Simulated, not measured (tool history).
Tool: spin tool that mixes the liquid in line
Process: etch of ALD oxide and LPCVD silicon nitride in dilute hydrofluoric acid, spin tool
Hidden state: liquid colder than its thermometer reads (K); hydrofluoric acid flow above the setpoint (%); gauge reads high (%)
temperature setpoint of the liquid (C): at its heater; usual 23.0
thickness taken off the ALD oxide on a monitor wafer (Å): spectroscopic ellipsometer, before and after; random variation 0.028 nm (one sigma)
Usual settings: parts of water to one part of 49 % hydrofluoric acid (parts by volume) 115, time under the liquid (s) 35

run	hour	temperature setpoint of the liquid (C)	parts of water to one part of 49 % hydrofluoric acid (parts by volume)	time under the liquid (s)	wafers since the last listed run	hours since the thermometer was replaced	hours since the hydrofluoric acid flow meter was replaced	hours since the gauge calibration	read-back film thickness of the ALD oxide reference wafer, read on the same gauge (nm)	thickness taken off the ALD oxide on a monitor wafer (Å)
1	0.0	23.0	75	45	0	2063.6	2255.2	557.7	79.994	83.44
2	93.5	23.0	75	45	1677	2157.1	2348.7	651.2	79.991	83.60
3	195.4	23.0	115	35	1828	2259.0	2450.6	753.1	80.014	40.28
4	272.7	23.0	115	35	1387	2336.3	2527.9	830.4	79.957	40.09
5	337.6	23.0	70	35	1164	2401.2	2592.8	895.3	79.989	68.39
6	437.5	23.0	70	35	1792	2501.1	2692.7	995.2	80.005	67.93
# hour 453.0: hydrofluoric acid flow meter replaced
7	480.6	21.5	105	35	755	2544.2	27.6	1038.3	79.996	41.13
# hour 527.0: thermometer replaced
8	534.9	21.5	105	35	956	7.9	81.9	1092.6	80.005	45.24
9	614.6	21.5	105	35	1430	87.6	161.6	1172.3	80.026	45.44
10	653.6	19.5	95	35	699	126.6	200.6	1211.3	79.998	46.76
11	691.6	23.0	115	35	681	164.6	238.6	1249.3	79.987	43.57
12	730.3	25.0	115	40	694	203.3	277.3	1288.0	80.004	53.24
13	812.8	25.5	115	20	1480	285.8	359.8	1370.5	79.949	27.16
14	881.5	23.0	70	35	1232	354.5	428.5	1439.2	79.971	75.13
# hour 942.0: gauge calibrated
15	956.5	23.0	60	20	1345	429.5	503.5	14.5	80.016	49.75
16	1030.4	21.0	115	40	1326	503.4	577.4	88.4	79.990	44.60
17	1098.5	23.0	75	45	1222	571.5	645.5	156.5	80.019	89.12
18	1148.4	21.5	170	45	895	621.4	695.4	206.4	79.983	32.98
19	1216.1	26.5	60	45	1214	689.1	763.1	274.1	79.961	128.51
20	1301.4	23.0	115	35	1530	774.4	848.4	359.4	80.008	42.61
21	1407.1	20.0	115	30	1896	880.1	954.1	465.1	80.000	32.06

What the log doesn't show, run by run:
hydrofluoric acid flow above the setpoint (%): 0 in every run
gauge reads high (%): 0 in every run
H1: liquid colder than its thermometer reads (K)
run	H1
1	2.04
2	2.12
3	2.22
4	2.29
5	2.35
6	2.44
7	2.48
8	0.065
9	0.137
10	0.173
11	0.208
12	0.243
13	0.318
14	0.38
15	0.449
16	0.516
17	0.578
18	0.623
19	0.685
20	0.762
21	0.859

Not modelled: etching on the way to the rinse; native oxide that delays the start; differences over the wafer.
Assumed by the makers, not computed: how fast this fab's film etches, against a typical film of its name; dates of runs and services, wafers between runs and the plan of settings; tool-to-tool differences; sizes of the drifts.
